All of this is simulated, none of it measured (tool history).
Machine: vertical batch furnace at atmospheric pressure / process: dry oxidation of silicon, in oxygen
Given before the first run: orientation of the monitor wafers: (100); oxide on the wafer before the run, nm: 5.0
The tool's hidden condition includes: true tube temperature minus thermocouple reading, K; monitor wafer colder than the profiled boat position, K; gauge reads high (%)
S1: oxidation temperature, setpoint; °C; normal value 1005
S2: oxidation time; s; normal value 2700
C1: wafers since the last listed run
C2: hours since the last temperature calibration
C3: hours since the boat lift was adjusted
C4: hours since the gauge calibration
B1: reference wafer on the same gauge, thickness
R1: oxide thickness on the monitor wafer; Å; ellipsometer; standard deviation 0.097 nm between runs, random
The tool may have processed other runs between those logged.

| run | hour | S1 | S2 | C1 | C2 | C3 | C4 | B1 | R1 |
|---|---|---|---|---|---|---|---|---|---|
| 1 | 0 | 1005 | 2700 | 0 | 2294.1 | 5852.9 | 51 | 36.13 | 388.9 |
| 2 | 64 | 1005 | 2700 | 721 | 2358.1 | 5916.9 | 115 | 36.08 | 389.3 |
| 3 | 166.8 | 1005 | 2700 | 1158 | 2460.9 | 6019.7 | 217.8 | 36.09 | 389.5 |
| 4 | 260.4 | 999 | 2700 | 1054 | 2554.5 | 6113.3 | 311.4 | 36.1 | 365.7 |
| 5 | 336.9 | 999 | 2700 | 861 | 2631 | 6189.8 | 387.9 | 36.06 | 366.8 |
| 6 | 442.3 | 1005 | 2700 | 1187 | 2736.4 | 6295.2 | 493.3 | 36.07 | 386.8 |
| 7 | 516.6 | 1005 | 2700 | 837 | 2810.7 | 6369.5 | 567.6 | 36.09 | 386.4 |
| 8 | 570.2 | 1005 | 2700 | 603 | 2864.3 | 6423.1 | 621.2 | 36.15 | 384.7 |
|  | 675.5 | boat lift adjusted |
|  | 683.2 | thermocouples replaced and temperature profile calibrated |
| 9 | 683.7 | 1005 | 3660 | 920 | 0.5 | 8.2 | 734.7 | 36.12 | 473.6 |
| 10 | 723.2 | 1005 | 3660 | 445 | 40 | 47.7 | 774.2 | 36.13 | 472.5 |
| 11 | 761.7 | 1005 | 3660 | 433 | 78.5 | 86.2 | 812.7 | 36.15 | 473.5 |
| 12 | 858 | 988 | 2700 | 1084 | 174.8 | 182.5 | 909 | 36.17 | 335.5 |
| 13 | 929.5 | 1013 | 2040 | 805 | 246.3 | 254 | 980.5 | 36.15 | 362.2 |
| 14 | 1003.2 | 1020 | 1830 | 830 | 320 | 327.7 | 1054.2 | 36.1 | 360.1 |
| 15 | 1102.1 | 998 | 3960 | 1114 | 418.9 | 426.6 | 1153.1 | 36.1 | 469.3 |
| 16 | 1184.3 | 1005 | 2700 | 926 | 501.1 | 508.8 | 1235.3 | 36.09 | 395.1 |
| 17 | 1239.3 | 1005 | 2700 | 619 | 556.1 | 563.8 | 1290.3 | 36.13 | 396.4 |
| 18 | 1339.4 | 994 | 3570 | 1127 | 656.2 | 663.9 | 1390.4 | 36.1 | 425 |
| 19 | 1383.6 | 1022 | 3900 | 497 | 700.4 | 708.1 | 1434.6 | 36.08 | 587.4 |
| 20 | 1473.8 | 1028 | 2280 | 1016 | 790.6 | 798.3 | 1524.8 | 36.12 | 444.4 |
|  | 1479.5 | gauge calibrated |
| 21 | 1520.4 | 1013 | 1560 | 525 | 837.2 | 844.9 | 40.9 | 36.08 | 312.1 |
| 22 | 1779.2 | 1019 | 3720 | 2915 | 1096 | 1103.7 | 299.7 | 36.09 | 554.4 |
| 23 | 1847.7 | 1020 | 1830 | 771 | 1164.5 | 1172.2 | 368.2 | 36.08 | 365.4 |
| 24 | 1901.5 | 1005 | 2700 | 606 | 1218.3 | 1226 | 422 | 36.07 | 400.8 |

Pick out some run-to-run changes in R1. Of each, how much would a tool without hidden state show as well, from the settings, what came in and chance, and how much is left for the hidden state and any gauge scatter not in both results compared?
Run 8 -> 9: S2 2700 -> 3660, boat lift adjusted, thermocouples replaced and temperature profile calibrated. R1 +88.9 Å: hidden state +5.3, all else +83.6.
Run 21 -> 22: S1 1013 -> 1019, S2 1560 -> 3720. R1 +242.3 Å: hidden state +5.8, all else +236.5.
Run 22 -> 23: S1 1019 -> 1020, S2 3720 -> 1830. R1 -189 Å: hidden state -3.8, all else -185.2.
